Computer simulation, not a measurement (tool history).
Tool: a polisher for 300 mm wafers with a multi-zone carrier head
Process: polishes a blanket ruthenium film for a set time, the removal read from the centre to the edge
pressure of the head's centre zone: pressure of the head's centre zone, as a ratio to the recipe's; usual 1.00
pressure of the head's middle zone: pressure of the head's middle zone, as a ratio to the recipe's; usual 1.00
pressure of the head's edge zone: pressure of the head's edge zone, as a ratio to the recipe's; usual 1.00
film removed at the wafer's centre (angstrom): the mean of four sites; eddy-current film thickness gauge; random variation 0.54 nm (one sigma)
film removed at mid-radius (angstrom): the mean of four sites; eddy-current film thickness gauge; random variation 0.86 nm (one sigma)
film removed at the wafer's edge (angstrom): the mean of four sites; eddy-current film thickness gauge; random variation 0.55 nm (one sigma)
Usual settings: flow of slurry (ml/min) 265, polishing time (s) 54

| run | hour | flow of slurry (ml/min) | pressure of the head's centre zone | pressure of the head's middle zone | pressure of the head's edge zone | polishing time (s) | wafers since the last listed run | wafers polished on this pad | hours since the slurry nozzle was cleaned | hours since the centre zone pressure was calibrated | hours since the edge zone pressure was calibrated | hours since the carrier head's membrane was replaced | incoming thickness of the incoming film, nm | film removed at the wafer's centre (angstrom) | film removed at mid-radius (angstrom) | film removed at the wafer's edge (angstrom) |
|---|---|---|---|---|---|---|---|---|---|---|---|---|---|---|---|---|
| 1 | 0.0 | 265 | 1.00 | 1.00 | 1.00 | 54 | 0 | 174 | 828.5 | 1319.6 | 1131.3 | 904.9 | 461.4 | 809 | 819 | 821 |
| 2 | 17.2 | 265 | 1.00 | 0.92 | 1.00 | 54 | 195 | 369 | 845.7 | 1336.8 | 1148.5 | 922.1 | 466.4 | 814 | 770 | 825 |
| 3 | 26.6 | 265 | 1.00 | 0.92 | 1.00 | 54 | 106 | 476 | 855.1 | 1346.2 | 1157.9 | 931.5 | 473.4 | 814 | 768 | 834 |
| 4 | 40.6 | 265 | 1.00 | 0.92 | 1.00 | 54 | 159 | 635 | 869.1 | 1360.2 | 1171.9 | 945.5 | 480.6 | 814 | 780 | 831 |
| 5 | 55.9 | 265 | 1.00 | 1.00 | 1.00 | 54 | 174 | 809 | 884.4 | 1375.5 | 1187.2 | 960.8 | 475.6 | 808 | 821 | 841 |
| 6 | 69.4 | 265 | 1.00 | 1.00 | 1.00 | 54 | 153 | 963 | 897.9 | 1389.0 | 1200.7 | 974.3 | 465.8 | 805 | 831 | 829 |
| 7 | 82.0 | 265 | 1.00 | 1.06 | 1.00 | 54 | 143 | 1106 | 910.5 | 1401.6 | 1213.3 | 986.9 | 465.9 | 809 | 861 | 827 |
|  | 91.1 | worn pad replaced by a new one |
| 8 | 95.5 | 265 | 1.00 | 1.00 | 1.08 | 54 | 108 | 50 | 924.0 | 1415.1 | 1226.8 | 1000.4 | 469.0 | 812 | 826 | 858 |
|  | 101.8 | slurry nozzle cleaned |
| 9 | 108.4 | 265 | 1.00 | 1.00 | 1.08 | 54 | 135 | 185 | 6.6 | 1428.0 | 1239.7 | 1013.3 | 469.3 | 809 | 817 | 858 |
| 10 | 114.5 | 265 | 1.00 | 1.00 | 1.00 | 54 | 69 | 255 | 12.7 | 1434.1 | 1245.8 | 1019.4 | 470.9 | 809 | 830 | 828 |
|  | 119.6 | edge zone pressure recalibrated |
| 11 | 125.5 | 265 | 1.00 | 1.00 | 1.00 | 64 | 102 | 357 | 23.7 | 1445.1 | 5.9 | 1030.4 | 475.7 | 951 | 979 | 993 |
| 12 | 143.3 | 265 | 1.00 | 1.00 | 1.00 | 54 | 202 | 559 | 41.5 | 1462.9 | 23.7 | 1048.2 | 474.4 | 823 | 823 | 832 |
| 13 | 154.4 | 335 | 0.92 | 0.89 | 1.07 | 54 | 126 | 686 | 52.6 | 1474.0 | 34.8 | 1059.3 | 471.5 | 761 | 779 | 876 |
|  | 162.7 | centre zone pressure recalibrated |
|  | 178.6 | worn pad replaced by a new one |
|  | 192.9 | carrier head's membrane replaced by a new one |
| 14 | 193.4 | 295 | 0.95 | 1.00 | 1.00 | 47 | 318 | 111 | 91.6 | 30.7 | 73.8 | 0.5 | 466.0 | 674 | 739 | 718 |
| 15 | 199.8 | 265 | 1.00 | 1.00 | 1.00 | 54 | 72 | 184 | 98.0 | 37.1 | 80.2 | 6.9 | 463.9 | 805 | 817 | 839 |
| 16 | 211.3 | 265 | 1.00 | 1.00 | 1.00 | 54 | 130 | 314 | 109.5 | 48.6 | 91.7 | 18.4 | 476.5 | 813 | 820 | 830 |
| 17 | 220.0 | 265 | 1.00 | 1.00 | 1.00 | 54 | 98 | 413 | 118.2 | 57.3 | 100.4 | 27.1 | 471.0 | 809 | 815 | 827 |
| 18 | 226.7 | 305 | 1.00 | 1.00 | 1.00 | 54 | 76 | 489 | 124.9 | 64.0 | 107.1 | 33.8 | 467.5 | 818 | 833 | 827 |
| 19 | 235.3 | 265 | 1.00 | 0.95 | 1.00 | 54 | 97 | 587 | 133.5 | 72.6 | 115.7 | 42.4 | 470.7 | 816 | 795 | 828 |
| 20 | 244.5 | 265 | 1.04 | 0.95 | 1.00 | 44 | 104 | 692 | 142.7 | 81.8 | 124.9 | 51.6 | 468.0 | 689 | 642 | 681 |
| 21 | 260.7 | 320 | 1.00 | 1.00 | 1.00 | 54 | 184 | 876 | 158.9 | 98.0 | 141.1 | 67.8 | 469.7 | 824 | 841 | 829 |
| 22 | 271.2 | 265 | 1.00 | 1.00 | 1.00 | 67 | 119 | 996 | 169.4 | 108.5 | 151.6 | 78.3 | 478.3 | 1016 | 1028 | 1032 |

What the log doesn't show, run by run:
removal rate lost through wear of the pad, %: 0 in every run
slurry flow missing at the pad, %: 0 in every run
deviation of the centre zone's pressure from its setpoint, %: 0 in every run
deviation of the edge zone's pressure from its setpoint, %: 0 in every run

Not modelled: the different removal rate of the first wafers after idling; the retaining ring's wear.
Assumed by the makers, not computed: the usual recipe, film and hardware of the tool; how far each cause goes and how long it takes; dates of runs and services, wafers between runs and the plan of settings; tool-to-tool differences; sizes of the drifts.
